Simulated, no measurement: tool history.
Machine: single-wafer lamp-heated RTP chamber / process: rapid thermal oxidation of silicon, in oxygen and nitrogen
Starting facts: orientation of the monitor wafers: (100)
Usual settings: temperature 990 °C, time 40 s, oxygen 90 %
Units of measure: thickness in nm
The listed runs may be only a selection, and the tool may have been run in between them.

run,hour,temperature,time,oxygen,wafers since the last listed run,wafers since the last pyrometer calibration,hours since the oxygen flow controller was replaced,hours since the gauge calibration,"read-back reference wafer on the same gauge, thickness",thickness
1,0,990,40,90,0,3100,5846,196.3,4.421,4.644
2,31.7,990,40,90,234,3335,5877.7,228,4.418,4.673
3,51.5,990,40,90,146,3482,5897.5,247.8,4.428,4.717
4,74.5,990,40,90,170,3652,5920.5,270.8,4.412,4.653
5,107,990,40,90,240,3893,5953,303.3,4.421,4.666
6,127.9,990,40,90,154,4048,5973.9,324.2,4.421,4.733
# hour 147: pyrometer window cleaned and pyrometer calibrated
7,147.5,990,40,90,85,3,5993.5,343.8,4.408,4.434
8,179.1,990,40,90,234,238,6025.1,375.4,4.426,4.404
9,215.1,990,40,80,266,504,6061.1,411.4,4.422,4.25
10,241.5,990,55,66,195,700,6087.5,437.8,4.422,4.611
# hour 251.8: oxygen flow controller replaced
11,256.9,990,40,68,54,755,5.1,453.2,4.42,4.094
# hour 274.8: gauge calibrated
12,291.5,990,40,98,256,1011,39.7,16.7,4.42,4.664
13,305.4,990,40,90,103,1114,53.6,30.6,4.425,4.504
14,339.9,978,55,90,255,1370,88.1,65.1,4.424,4.736
15,364.4,990,40,69,181,1552,112.6,89.6,4.427,4.22
16,380.4,971,40,64,118,1670,128.6,105.6,4.422,3.578
17,414.9,990,40,90,255,1926,163.1,140.1,4.417,4.516

For each run, the measured value with the value that run would have given without the tool's hidden condition subtracted. The run-to-run variation is shared by both, the gauge scatter possibly not:
Hidden state present: true wafer temperature minus pyrometer reading, K; deviation of the oxygen flow from its setpoint, %; gauge reads high (%).
run,thickness
1,+0.259
2,+0.276
3,+0.288
4,+0.295
5,+0.311
6,+0.326
7,+0.027
8,+0.042
9,+0.056
10,+0.074
11,+0.07
12,+0.101
13,+0.104
14,+0.13
15,+0.119
16,+0.099
17,+0.156
